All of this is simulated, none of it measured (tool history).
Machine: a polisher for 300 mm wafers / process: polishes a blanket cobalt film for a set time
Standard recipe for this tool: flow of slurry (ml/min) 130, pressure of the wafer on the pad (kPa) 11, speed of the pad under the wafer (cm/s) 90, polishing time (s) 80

run   hour  flow of slurry (ml/min)  pressure of the wafer on the pad (kPa)  speed of the pad under the wafer (cm/s)  polishing time (s)  incoming thickness of the incoming film, nm  film removed (angstrom)
  1      0                      130                                      11                                       90                  80                                        830.7                     3251
  2   15.9                      130                                      11                                       90                  80                                          811                     3206
  3   28.5                      130                                      11                                       90                  80                                        814.9                     3209
  4   37.3                      130                                      11                                       90                  90                                        817.5                     3570
  5   52.3                      130                                      11                                       90                  90                                        809.7                     3558
  6   61.4                      130                                      11                                       90                  90                                        837.7                     3551
  7   73.7                      130                                      11                                       90                  62                                          808                     2401
  8    121                      130                                      11                                       90                  62                                        821.4                     2268
  9  130.1                      130                                      11                                       90                  62                                          831                     2243
 10  143.3                      130                                      11                                       90                  62                                        817.7                     2603
 11  149.3                      130                                    14.5                                      116                  80                                        818.5                     5028
 12  157.5                       95                                      11                                       90                  80                                        814.5                     3042
 13  167.8                      130                                      11                                      116                  80                                        825.2                     4260
 14  175.6                      130                                      11                                       90                  96                                        825.6                     3977
 15  193.3                      140                                     8.3                                       64                  90                                        828.4                     2258
 16  200.6                       90                                    12.4                                      104                  90                                        819.9                     4030
 17  213.6                      170                                       9                                      104                  60                                        823.3                     2617
 18  226.4                       95                                     7.6                                       90                  60                                        827.9                     1795

Taken out of this log: 4 entries between the listed runs. Where each belongs, and how the hidden state differs across it:
In the gap between runs 7 and 8: worn pad replaced by a new one (hour 91.9)
  removal rate lost through wear of the pad, %: 6.69 -> 14.5
  measured less the result without the state, film removed (angstrom): -172 -> -384
In the gap between runs 9 and 10: worn pad replaced by a new one, repeated, since the last time left the tool worse (hour 142.8)
  removal rate lost through wear of the pad, %: 15 -> 0.414
  measured less the result without the state, film removed (angstrom): -395 -> -10
In the gap between runs 10 and 11: slurry nozzle cleaned (hour 145.8)
  removal rate lost through wear of the pad, %: 0.414 -> 0.717
  measured less the result without the state, film removed (angstrom): -10 -> -37
In the gap between runs 14 and 15: head pressure recalibrated (hour 177.6)
  removal rate lost through wear of the pad, %: 2.05 -> 2.94
  measured less the result without the state, film removed (angstrom): -83 -> -68
